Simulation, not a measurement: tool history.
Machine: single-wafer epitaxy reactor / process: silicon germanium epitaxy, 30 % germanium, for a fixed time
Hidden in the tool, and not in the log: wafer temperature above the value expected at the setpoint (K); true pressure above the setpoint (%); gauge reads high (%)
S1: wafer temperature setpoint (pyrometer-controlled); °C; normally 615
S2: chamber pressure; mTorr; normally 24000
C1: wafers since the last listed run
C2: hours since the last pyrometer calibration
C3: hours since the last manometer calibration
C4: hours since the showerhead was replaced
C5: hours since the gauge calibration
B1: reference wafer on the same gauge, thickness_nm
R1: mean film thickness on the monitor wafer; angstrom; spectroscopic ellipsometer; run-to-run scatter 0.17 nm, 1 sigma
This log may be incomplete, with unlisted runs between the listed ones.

run     day   S1     S2    C1      C2      C3      C4      C5      B1       R1
  1       0  615  21100     0   412.9  1603.1  1268.8  1181.4  71.844   757.19
  2   1.558  615  21100   520   450.3  1640.5  1306.2  1218.8  71.767    755.2
  3   3.525  615  21100   657   497.5  1687.7  1353.4    1266  71.803   757.31
      3.992  -- gauge calibrated
  4   4.683  615  28200   387   525.3  1715.5  1381.2    16.6  71.786   896.66
  5   6.454  615  24000   591   567.8    1758  1423.7    59.1  71.844   816.02
  6   7.708  615  24000   419   597.9  1788.1  1453.8    89.2  71.795   820.41
  7   8.983  615  24000   426   628.5  1818.7  1484.4   119.8  71.808   818.49
  8  11.583  615  24000   869   690.9  1881.1  1546.8   182.2  71.809    817.6
  9  14.104  615  24000   842   751.4  1941.6  1607.3   242.7  71.811   816.12
 10  16.104  615  24000   668   799.4  1989.6  1655.3   290.7  71.778   814.27
 11    18.9  615  24000   934   866.5  2056.7  1722.4   357.8  71.808   814.29
 12  21.179  615  24000   761   921.2  2111.4  1777.1   412.5  71.797   811.39
 13  23.671  615  24000   832     981  2171.2  1836.9   472.3  71.798   814.88
 14  26.504  615  24000   947    1049  2239.2  1904.9   540.3  71.774   811.39
 15  28.512  609  24000   671  1097.2  2287.4  1953.1   588.5   71.81   721.14
 16   30.85  609  24000   781  1153.3  2343.5  2009.2   644.6  71.804   718.05
 17  32.075  609  24000   409  1182.7  2372.9  2038.6     674  71.769   718.26
     34.312  -- capacitance manometer re-zeroed and calibrated
 18  34.958  610  21800   852  1251.9    15.5  2107.8   743.2  71.809   683.99
 19  36.046  607  22400   363    1278    41.6  2133.9   769.3  71.809    655.4
 20  37.908  615  24000   622  1322.7    86.3  2178.6     814  71.814   802.15
 21   39.05  623  18200   381  1350.1   113.7    2206   841.4  71.766   788.97
 22  41.521  625  26700   825  1409.4     173  2265.3   900.7  71.798  1040.51
 23  43.775  611  20200   753  1463.5   227.1  2319.4   954.8  71.822   664.61
     44.375  -- pyrometer calibrated
 24  46.275  610  21800   724    45.6   287.1  2379.4  1014.8  71.814    703.8
 25  48.958  625  19400   896     110   351.5  2443.8  1079.2  71.786   881.64
 26  55.129  611  20200  2062   258.1   499.6  2591.9  1227.3  71.805   680.59
     56.454  -- showerhead replaced
 27  56.475  607  22400   338   290.4   531.9     0.5  1259.6  71.824   665.94
     56.992  -- gauge calibrated
 28  58.392  610  19800   640   336.4   577.9    46.5    33.6  71.789   658.69
 29  60.558  627  19100   724   388.4   629.9    98.5    85.6  71.838      898
 30  61.638  621  24000   360   414.3   655.8   124.4   111.5  71.779    921.8
 31  69.179  622  20800  2521   595.3   836.8   305.4   292.5  71.826   859.08
 32  70.217  615  24000   346   620.2   861.7   330.3   317.4  71.793   810.38
 33  72.746  627  24000   845   680.9   922.4     391   378.1  71.817  1027.01
 34  74.133  609  20300   463   714.2   955.7   424.3   411.4  71.799   651.07

Give the tool's hidden conditions for every run:
gauge reads high (%): 0 in every run
H1: wafer temperature above the value expected at the setpoint (K)
H2: true pressure above the setpoint (%)
run      H1     H2
  1  -0.688   2.29
  2  -0.736   2.31
  3  -0.792   2.33
  4  -0.823   2.34
  5  -0.866   2.35
  6  -0.895   2.36
  7  -0.923   2.37
  8  -0.974   2.39
  9   -1.02   2.41
 10   -1.05   2.42
 11   -1.09   2.43
 12   -1.12   2.45
 13   -1.14   2.46
 14   -1.17   2.47
 15   -1.19   2.48
 16   -1.21   2.49
 17   -1.22   2.49
 18   -1.24  0.131
 19   -1.24  0.212
 20   -1.25  0.344
 21   -1.26  0.421
 22   -1.27   0.58
 23   -1.28  0.714
 24  0.0175  0.852
 25  -0.148  0.989
 26  -0.459   1.26
 27  -0.516   1.32
 28   -0.59   1.39
 29  -0.667   1.47
 30  -0.702    1.5
 31  -0.905   1.73
 32  -0.928   1.75
 33  -0.979   1.82
 34      -1   1.85

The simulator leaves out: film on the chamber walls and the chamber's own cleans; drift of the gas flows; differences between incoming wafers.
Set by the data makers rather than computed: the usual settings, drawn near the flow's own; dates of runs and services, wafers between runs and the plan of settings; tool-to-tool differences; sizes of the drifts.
